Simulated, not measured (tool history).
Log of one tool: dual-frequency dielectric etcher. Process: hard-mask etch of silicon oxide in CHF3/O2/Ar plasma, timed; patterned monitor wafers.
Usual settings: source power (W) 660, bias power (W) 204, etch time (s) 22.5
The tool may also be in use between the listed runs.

run     day  source power (W)  bias power (W)  etch time (s)  wafers since the last listed run  hours since the last wet clean  hours since the last source power generator calibration  hours since the last bias power generator calibration  hours since the last upper electrode change  hours since the gauge calibration  read-back reference wafer on the same gauge, depth_nm  mean etch depth across the wafer (angstrom)
  1       0               660             236           22.5                                 0                           231.5                                                     1939                                                 1397.1                                       5058.2                              976.6                                                  44.78                                        512.2
  2    3.05               660             236           22.5                              1118                           304.7                                                   2012.2                                                 1470.3                                       5131.4                             1049.8                                                  44.72                                        504.4
  3   4.925               660             236           22.5                               687                           349.7                                                   2057.2                                                 1515.3                                       5176.4                             1094.8                                                  44.73                                          503
  4   8.117               660             218           22.5                              1170                           426.3                                                   2133.8                                                 1591.9                                         5253                             1171.4                                                  44.68                                        481.9
     13.562  -- gauge calibrated
     14.058  -- wet clean of the chamber
     14.162  -- bias power generator calibrated
  5  15.088               660             204           22.5                              2153                            24.7                                                   2301.1                                                   22.2                                       5420.3                               36.6                                                  44.73                                        489.7
  6  19.183               660             239             18                              1502                             123                                                   2399.4                                                  120.5                                       5518.6                              134.9                                                  44.79                                        419.7
  7  22.088               660             239             18                              1065                           192.7                                                   2469.1                                                  190.2                                       5588.3                              204.6                                                  44.59                                        420.7

Forecast run 8:
  8  23.879               660             165           22.5                               657                           235.7                                                   2512.1                                                  233.2                                       5631.3                              247.6                                                      ?                                            ?

Run 8 gave read-back reference wafer on the same gauge, depth_nm 44.61, mean etch depth across the wafer (angstrom) 437.2.
Without the tool's hidden state the same run would have given mean etch depth across the wafer (angstrom) 444.6.
